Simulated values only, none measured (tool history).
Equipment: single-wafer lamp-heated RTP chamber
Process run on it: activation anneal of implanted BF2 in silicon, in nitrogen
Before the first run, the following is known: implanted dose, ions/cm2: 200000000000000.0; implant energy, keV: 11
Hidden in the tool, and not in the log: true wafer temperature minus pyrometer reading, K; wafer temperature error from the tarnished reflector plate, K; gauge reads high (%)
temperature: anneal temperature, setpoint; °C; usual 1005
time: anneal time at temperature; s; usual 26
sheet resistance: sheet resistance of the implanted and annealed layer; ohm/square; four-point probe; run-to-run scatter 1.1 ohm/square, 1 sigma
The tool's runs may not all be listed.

run,hour,temperature,time,wafers since the last listed run,wafers since the last pyrometer calibration,wafers since the reflector plate was cleaned,hours since the gauge calibration,"read-back reference wafer on the same gauge, sheet resistance",sheet resistance
1,0.0,1005,26,0,88,11449,883.8,590.09,571.60
2,14.1,1005,26,173,262,11623,897.9,589.94,570.65
3,42.9,1005,26,355,617,11978,926.7,590.05,568.14
4,140.4,1005,26,1202,1819,13181,1024.2,589.90,568.35
# hour 164.3: reflector plate cleaned
5,164.8,1005,34,202,2022,6,1048.6,589.64,563.02
6,187.1,1005,34,275,2297,281,1070.9,590.15,561.65
7,213.2,1005,34,321,2619,603,1097.0,590.08,563.04
8,248.7,998,34,437,3057,1041,1132.5,590.03,564.34
# hour 267.5: pyrometer window cleaned and pyrometer calibrated
9,269.0,1005,26,151,18,1193,1152.8,589.78,569.45
10,286.6,1005,26,217,235,1410,1170.4,590.20,569.32
11,306.1,1005,26,240,476,1650,1189.9,590.32,570.43
12,341.0,1005,26,430,906,2081,1224.8,589.96,568.83
13,355.6,1005,26,180,1086,2261,1239.4,590.11,569.82
14,376.0,979,20,251,1338,2513,1259.8,590.26,585.52
15,406.7,1016,26,378,1717,2891,1290.5,590.21,564.02
16,427.6,1005,26,257,1975,3149,1311.4,589.90,566.57
17,442.6,1005,13,185,2160,3334,1326.4,590.40,578.13
18,459.5,1005,26,208,2368,3543,1343.3,590.12,566.59
# hour 465.8: gauge calibrated
19,478.4,1020,14,233,2601,3776,12.6,589.99,572.27
20,503.4,1005,41,308,2910,4084,37.6,589.92,558.56
# hour 535.8: pyrometer window cleaned and pyrometer calibrated
21,536.3,1005,26,307,6,4391,70.5,589.73,571.12
22,555.8,1032,26,240,246,4632,90.0,589.94,560.10
23,583.4,1027,17,340,587,4972,117.6,589.96,568.00
24,604.0,985,26,254,841,5227,138.2,589.88,582.19
25,645.2,1005,26,508,1349,5735,179.4,590.17,570.04
26,675.1,1005,22,368,1718,6104,209.3,590.21,569.74
27,694.6,1017,32,240,1959,6344,228.8,589.80,561.74
28,716.2,1005,26,266,2225,6611,250.4,590.09,565.40
29,743.4,986,13,335,2560,6946,277.6,590.02,584.47
# hour 773.1: pyrometer window cleaned and pyrometer calibrated
30,773.6,1005,26,273,5,7220,307.8,589.94,570.70
31,789.1,980,14,191,197,7411,323.3,589.69,591.48
32,819.4,1017,36,373,570,7785,353.6,589.90,560.69
33,847.7,1005,12,349,920,8134,381.9,590.30,579.86
34,876.9,988,26,360,1280,8494,411.1,589.89,575.66
35,911.0,981,38,420,1700,8915,445.2,590.23,572.25
36,928.2,1005,26,212,1913,9127,462.4,590.17,567.89
37,961.0,981,21,404,2317,9532,495.2,590.30,580.82
38,994.8,1005,26,416,2734,9948,529.0,589.92,566.45

Pick out some run-to-run changes in sheet resistance. Of each, how much would a tool without hidden state show as well, from the settings, what came in and chance, and how much is left for the hidden state and any gauge scatter not in both results compared?
Run 8 -> 9: temperature 998 -> 1005, time 34 -> 26, pyrometer window cleaned and pyrometer calibrated. sheet resistance +5.11 ohm/square: hidden state +5.07, all else +0.04.
Run 14 -> 15: temperature 979 -> 1016, time 20 -> 26. sheet resistance -21.50 ohm/square: hidden state +0.68, all else -22.18.
Run 20 -> 21: time 41 -> 26, pyrometer window cleaned and pyrometer calibrated. sheet resistance +12.56 ohm/square: hidden state +5.11, all else +7.45.
Run 29 -> 30: temperature 986 -> 1005, time 13 -> 26, pyrometer window cleaned and pyrometer calibrated. sheet resistance -13.77 ohm/square: hidden state +3.51, all else -17.28.
Run 30 -> 31: temperature 1005 -> 980, time 26 -> 14. sheet resistance +20.78 ohm/square: hidden state -0.44, all else +21.22.
Run 31 -> 32: temperature 980 -> 1017, time 14 -> 36. sheet resistance -30.79 ohm/square: hidden state -0.23, all else -30.56.
